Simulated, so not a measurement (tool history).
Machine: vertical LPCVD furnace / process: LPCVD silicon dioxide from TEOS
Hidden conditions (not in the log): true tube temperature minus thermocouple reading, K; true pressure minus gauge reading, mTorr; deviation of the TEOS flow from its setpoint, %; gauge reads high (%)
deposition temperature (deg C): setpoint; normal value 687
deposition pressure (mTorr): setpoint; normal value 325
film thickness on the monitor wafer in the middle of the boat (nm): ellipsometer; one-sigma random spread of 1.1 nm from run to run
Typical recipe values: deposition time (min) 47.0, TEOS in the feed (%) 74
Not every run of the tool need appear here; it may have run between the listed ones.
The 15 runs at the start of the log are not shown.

| run | hour | deposition temperature (deg C) | deposition pressure (mTorr) | deposition time (min) | TEOS in the feed (%) | wafers since the last listed run | hours since the last temperature calibration | hours since the pressure gauge was zeroed | hours since the TEOS flow controller was replaced | hours since the gauge calibration | read-back reference wafer on the same gauge, thickness | film thickness on the monitor wafer in the middle of the boat (nm) |
|---|---|---|---|---|---|---|---|---|---|---|---|---|
| 16 | 756.8 | 684 | 325 | 33.0 | 74 | 411 | 1563.3 | 38.8 | 3599.4 | 263.3 | 281.79 | 181.20 |
|  | 810.0 | thermocouples replaced and temperature profile calibrated |
| 17 | 810.5 | 687 | 325 | 47.0 | 74 | 412 | 0.5 | 92.5 | 3653.1 | 317.0 | 281.95 | 263.94 |
| 18 | 832.6 | 687 | 355 | 63.5 | 74 | 307 | 22.6 | 114.6 | 3675.2 | 339.1 | 282.13 | 374.82 |
| 19 | 897.9 | 678 | 325 | 47.0 | 74 | 907 | 87.9 | 179.9 | 3740.5 | 404.4 | 282.18 | 213.55 |
| 20 | 947.7 | 687 | 370 | 47.0 | 74 | 691 | 137.7 | 229.7 | 3790.3 | 454.2 | 281.98 | 284.13 |
| 21 | 988.4 | 687 | 250 | 63.5 | 69 | 565 | 178.4 | 270.4 | 3831.0 | 494.9 | 282.21 | 306.97 |
| 22 | 1014.7 | 687 | 325 | 47.0 | 74 | 365 | 204.7 | 296.7 | 3857.3 | 521.2 | 282.31 | 266.88 |
| 23 | 1076.1 | 679 | 350 | 41.5 | 86 | 853 | 266.1 | 358.1 | 3918.7 | 582.6 | 282.09 | 215.65 |
|  | 1146.6 | TEOS flow controller replaced |
| 24 | 1147.1 | 676 | 325 | 47.0 | 74 | 652 | 337.1 | 429.1 | 0.5 | 653.6 | 282.11 | 206.08 |
| 25 | 1180.4 | 696 | 300 | 31.0 | 74 | 462 | 370.4 | 462.4 | 33.8 | 686.9 | 281.90 | 210.61 |
| 26 | 1241.5 | 687 | 285 | 47.0 | 61 | 848 | 431.5 | 523.5 | 94.9 | 748.0 | 282.00 | 229.40 |
| 27 | 1286.4 | 677 | 325 | 47.0 | 74 | 623 | 476.4 | 568.4 | 139.8 | 792.9 | 281.92 | 212.45 |
| 28 | 1323.1 | 687 | 325 | 47.0 | 74 | 509 | 513.1 | 605.1 | 176.5 | 829.6 | 281.75 | 267.16 |
| 29 | 1394.4 | 687 | 355 | 47.0 | 79 | 990 | 584.4 | 676.4 | 247.8 | 900.9 | 281.85 | 289.93 |
| 30 | 1465.8 | 696 | 325 | 47.0 | 70 | 991 | 655.8 | 747.8 | 319.2 | 972.3 | 282.05 | 325.79 |

Predict each of these 5 candidate next runs independently; none follows another, all start after run 30:
| A | 1471.3 | 695 | 325 | 47.0 | 74 | 76 | 661.3 | 753.3 | 324.7 | 977.8 | ? | ? |
| B | 1471.3 | 675 | 265 | 47.0 | 74 | 76 | 661.3 | 753.3 | 324.7 | 977.8 | ? | ? |
| C | 1471.3 | 687 | 325 | 47.0 | 60 | 76 | 661.3 | 753.3 | 324.7 | 977.8 | ? | ? |
| D | 1471.3 | 681 | 325 | 47.0 | 67 | 76 | 661.3 | 753.3 | 324.7 | 977.8 | ? | ? |
| E | 1471.3 | 687 | 380 | 30.0 | 74 | 76 | 661.3 | 753.3 | 324.7 | 977.8 | ? | ? |

| run | read-back reference wafer on the same gauge, thickness | film thickness on the monitor wafer in the middle of the boat (nm) |
|---|---|---|
| A | 282.25 | 327.46 |
| B | 282.25 | 183.15 |
| C | 282.25 | 244.04 |
| D | 282.25 | 223.30 |
| E | 282.25 | 187.05 |
What these runs would have given with no unlogged condition in the tool:
| run | film thickness on the monitor wafer in the middle of the boat (nm) |
|---|---|
| A | 319.48 |
| B | 178.50 |
| C | 237.99 |
| D | 217.70 |
| E | 182.42 |
